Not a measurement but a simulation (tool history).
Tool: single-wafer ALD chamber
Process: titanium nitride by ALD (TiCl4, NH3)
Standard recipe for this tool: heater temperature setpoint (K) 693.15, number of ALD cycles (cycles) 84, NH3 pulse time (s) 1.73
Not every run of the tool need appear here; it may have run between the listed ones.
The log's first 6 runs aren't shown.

| run | hour | heater temperature setpoint (K) | number of ALD cycles (cycles) | NH3 pulse time (s) | read-back reference wafer on the same gauge, thickness_nm | mean film thickness on the monitor wafer (Å) |
|---|---|---|---|---|---|---|
| 7 | 291.3 | 693.15 | 84 | 1.73 | 1.785 | 18.94 |
| 8 | 316.4 | 693.15 | 84 | 1.73 | 1.785 | 19.00 |
| 9 | 372.0 | 693.15 | 84 | 1.46 | 1.786 | 18.87 |
| 10 | 417.8 | 693.15 | 84 | 1.46 | 1.786 | 18.84 |
| 11 | 463.1 | 693.15 | 71 | 1.73 | 1.786 | 16.04 |
| 12 | 504.6 | 693.15 | 84 | 1.73 | 1.787 | 18.99 |
| 13 | 563.6 | 703.15 | 84 | 1.73 | 1.788 | 18.95 |
|  | 579.1 | gauge calibrated |
| 14 | 625.3 | 703.15 | 84 | 1.73 | 1.743 | 18.49 |
| 15 | 684.1 | 693.15 | 93 | 2.08 | 1.746 | 20.56 |
| 16 | 754.7 | 693.15 | 93 | 2.08 | 1.754 | 20.69 |
|  | 772.4 | thermocouple changed; heater temperature recalibrated |
| 17 | 803.9 | 700.15 | 84 | 1.73 | 1.758 | 18.74 |
|  | 851.1 | showerhead replaced |
| 18 | 856.8 | 693.15 | 84 | 1.73 | 1.760 | 18.70 |
| 19 | 926.1 | 693.15 | 77 | 1.20 | 1.766 | 16.96 |
| 20 | 994.4 | 686.15 | 78 | 1.73 | 1.768 | 17.35 |
| 21 | 1050.9 | 693.15 | 84 | 1.73 | 1.770 | 18.77 |
| 22 | 1081.8 | 693.15 | 70 | 1.73 | 1.775 | 15.63 |
| 23 | 1126.1 | 683.15 | 73 | 1.93 | 1.774 | 16.38 |

Expected results for the next run?
| 24 | 1175.5 | 679.15 | 77 | 2.26 | ? | ? |

read-back reference wafer on the same gauge, thickness_nm: 1.776
mean film thickness on the monitor wafer (Å): 17.29
Without the tool's hidden state the same run would have given mean film thickness on the monitor wafer (Å) 16.85.
